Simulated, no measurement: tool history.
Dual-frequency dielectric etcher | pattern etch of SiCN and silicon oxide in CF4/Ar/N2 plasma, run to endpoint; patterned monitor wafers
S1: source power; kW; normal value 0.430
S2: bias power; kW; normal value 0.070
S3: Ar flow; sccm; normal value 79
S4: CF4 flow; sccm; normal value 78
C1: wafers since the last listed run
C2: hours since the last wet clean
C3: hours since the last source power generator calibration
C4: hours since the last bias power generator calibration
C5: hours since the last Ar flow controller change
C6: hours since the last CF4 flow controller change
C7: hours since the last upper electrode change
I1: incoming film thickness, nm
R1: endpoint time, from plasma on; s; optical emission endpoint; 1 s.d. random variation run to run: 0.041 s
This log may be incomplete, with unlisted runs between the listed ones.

run,hour,S1,S2,S3,S4,C1,C2,C3,C4,C5,C6,C7,I1,R1
1,0.0,0.430,0.070,79,78,0,314.4,4380.7,3703.1,1863.6,5041.5,3093.7,9.96,12.5
2,88.2,0.360,0.070,79,84,1105,402.6,4468.9,3791.3,1951.8,5129.7,3181.9,9.95,14.2
# hour 133.7: wet clean of the chamber
3,334.8,0.430,0.070,79,78,2791,201.1,4715.5,4037.9,2198.4,5376.3,3428.5,10.05,12.6
4,403.6,0.430,0.070,79,78,862,269.9,4784.3,4106.7,2267.2,5445.1,3497.3,10.10,12.6
# hour 429.7: CF4 flow controller replaced
# hour 461.4: source power generator calibrated
5,506.5,0.430,0.070,79,78,1164,372.8,45.1,4209.6,2370.1,76.8,3600.2,10.02,12.7
# hour 566.5: wet clean of the chamber
6,567.0,0.400,0.070,75,78,457,0.5,105.6,4270.1,2430.6,137.3,3660.7,10.01,13.1
7,607.7,0.400,0.070,75,78,510,41.2,146.3,4310.8,2471.3,178.0,3701.4,10.04,13.1
8,645.3,0.400,0.070,75,78,471,78.8,183.9,4348.4,2508.9,215.6,3739.0,9.86,12.9
9,717.8,0.430,0.070,79,78,909,151.3,256.4,4420.9,2581.4,288.1,3811.5,9.90,12.5
10,775.1,0.430,0.070,79,78,718,208.6,313.7,4478.2,2638.7,345.4,3868.8,9.96,12.6
11,815.6,0.430,0.070,79,78,507,249.1,354.2,4518.7,2679.2,385.9,3909.3,10.04,12.7
12,864.1,0.500,0.054,60,65,608,297.6,402.7,4567.2,2727.7,434.4,3957.8,10.01,11.9
# hour 905.5: bias power generator calibrated
13,936.1,0.430,0.070,79,78,852,369.6,474.7,30.6,2799.7,506.4,4029.8,9.94,12.6
# hour 966.5: wet clean of the chamber
# hour 1014.8: Ar flow controller replaced
14,1043.9,0.320,0.078,79,78,975,77.4,582.5,138.4,29.1,614.2,4137.6,10.04,14.8
15,1124.1,0.330,0.070,95,78,1005,157.6,662.7,218.6,109.3,694.4,4217.8,9.84,15.3
16,1163.2,0.430,0.059,79,87,490,196.7,701.8,257.7,148.4,733.5,4256.9,9.99,13.0
17,1255.9,0.430,0.070,60,78,1162,289.4,794.5,350.4,241.1,826.2,4349.6,10.04,12.2
# hour 1297.7: upper electrode replaced
# hour 1381.9: wet clean of the chamber
18,1382.4,0.430,0.070,79,91,984,0.5,921.0,476.9,367.6,952.7,84.7,10.00,12.3
19,1412.6,0.430,0.086,79,78,378,30.7,951.2,507.1,397.8,982.9,114.9,10.12,11.9
20,1492.6,0.430,0.070,79,78,1003,110.7,1031.2,587.1,477.8,1062.9,194.9,9.94,12.4
21,1583.1,0.430,0.070,93,91,1134,201.2,1121.7,677.6,568.3,1153.4,285.4,10.06,12.8
22,1642.7,0.470,0.061,94,86,747,260.8,1181.3,737.2,627.9,1213.0,345.0,10.01,12.5
# hour 1733.9: wet clean of the chamber
23,1743.3,0.430,0.083,79,95,960,9.4,1281.9,837.8,728.5,1313.6,445.6,10.06,11.7

Take each entry between the runs: how does the hidden state at the last listed run before it differ from the hidden state at the first listed run after it?
Run 2 -> run 3: wet clean of the chamber (hour 133.7)
  etch rate over this chamber's usual, %: -1.48 -> -0.524
Run 4 -> run 5: CF4 flow controller replaced (hour 429.7); source power generator calibrated (hour 461.4)
  etch rate over this chamber's usual, %: -0.773 -> -1.15
Run 5 -> run 6: wet clean of the chamber (hour 566.5)
  etch rate over this chamber's usual, %: -1.15 -> -0.293
Run 12 -> run 13: bias power generator calibrated (hour 905.5)
  etch rate over this chamber's usual, %: -1.37 -> -1.63
Run 13 -> run 14: wet clean of the chamber (hour 966.5); Ar flow controller replaced (hour 1014.8)
  etch rate over this chamber's usual, %: -1.63 -> -0.463
Run 17 -> run 18: upper electrode replaced (hour 1297.7); wet clean of the chamber (hour 1381.9)
  etch rate over this chamber's usual, %: -1.23 -> 0.0185
Run 22 -> run 23: wet clean of the chamber (hour 1733.9)
  etch rate over this chamber's usual, %: -0.924 -> 0.229
